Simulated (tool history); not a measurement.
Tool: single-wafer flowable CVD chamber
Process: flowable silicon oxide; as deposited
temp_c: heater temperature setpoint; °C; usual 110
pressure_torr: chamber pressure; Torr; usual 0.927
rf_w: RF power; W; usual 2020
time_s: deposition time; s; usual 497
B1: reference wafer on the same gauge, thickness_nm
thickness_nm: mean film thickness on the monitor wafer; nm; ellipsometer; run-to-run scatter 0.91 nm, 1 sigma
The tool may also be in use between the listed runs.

run 1 hour=0 | temp_c=120 pressure_torr=0.927 rf_w=2020 time_s=497 | B1=261.975 | thickness_nm=185.073
run 2 hour=36.2 | temp_c=110 pressure_torr=0.927 rf_w=2020 time_s=497 | B1=262.037 | thickness_nm=236.535
run 3 hour=72.1 | temp_c=110 pressure_torr=0.927 rf_w=2020 time_s=497 | B1=261.997 | thickness_nm=278.223
run 4 hour=88.2 | temp_c=110 pressure_torr=0.927 rf_w=2020 time_s=497 | B1=262.066 | thickness_nm=280.331
run 5 hour=90.4 | temp_c=110 pressure_torr=0.927 rf_w=1885 time_s=497 | B1=262.058 | thickness_nm=274.485
run 6 hour=102.2 | temp_c=110 pressure_torr=0.927 rf_w=1885 time_s=497 | B1=261.803 | thickness_nm=277.302
run 7 hour=116.2 | temp_c=110 pressure_torr=0.79 rf_w=2020 time_s=497 | B1=262.068 | thickness_nm=237.806
run 8 hour=129 | temp_c=110 pressure_torr=0.927 rf_w=2020 time_s=497 | B1=261.954 | thickness_nm=279.464
run 9 hour=135.5 | temp_c=110 pressure_torr=0.927 rf_w=2020 time_s=497 | B1=261.911 | thickness_nm=278.784
run 10 hour=151.8 | temp_c=102 pressure_torr=0.82 rf_w=2275 time_s=593 | B1=262.047 | thickness_nm=378.488
run 11 hour=195.6 | temp_c=110 pressure_torr=1.023 rf_w=1735 time_s=497 | B1=261.865 | thickness_nm=299.928
run 12 hour=205.2 | temp_c=105 pressure_torr=0.927 rf_w=1715 time_s=450 | B1=262.236 | thickness_nm=283.009
run 13 hour=222.8 | temp_c=110 pressure_torr=0.927 rf_w=2020 time_s=547 | B1=261.88 | thickness_nm=305.226
run 14 hour=237.1 | temp_c=120 pressure_torr=1.088 rf_w=1890 time_s=458 | B1=261.901 | thickness_nm=227.525

Withheld: 5 entries from between the runs. Position of each, and hidden state at the listed run before versus the listed run after:
Runs 2 to 3: thermocouple changed; heater temperature recalibrated (hour 71.6)
  wafer temperature above the value expected at the setpoint (K): 6.14 -> -0.0879
  difference, measured minus the result without the unlogged condition, thickness_nm: -43.422 -> +0.697 nm
Runs 3 to 4: capacitance manometer re-zeroed and calibrated (hour 87.7)
  wafer temperature above the value expected at the setpoint (K): -0.0879 -> -0.0876
  difference, measured minus the result without the unlogged condition, thickness_nm: +0.697 -> +0.701 nm
Runs 5 to 6: RF generator calibrated (hour 101.7)
  wafer temperature above the value expected at the setpoint (K): -0.0875 -> -0.0868
  difference, measured minus the result without the unlogged condition, thickness_nm: +0.685 -> +0.687 nm
Runs 6 to 7: showerhead replaced (hour 115.7)
  wafer temperature above the value expected at the setpoint (K): -0.0868 -> -0.0856
  difference, measured minus the result without the unlogged condition, thickness_nm: +0.687 -> +0.58 nm
Runs 7 to 8: gauge calibrated (hour 122.7)
  wafer temperature above the value expected at the setpoint (K): -0.0856 -> -0.084
  difference, measured minus the result without the unlogged condition, thickness_nm: +0.58 -> +0.669 nm
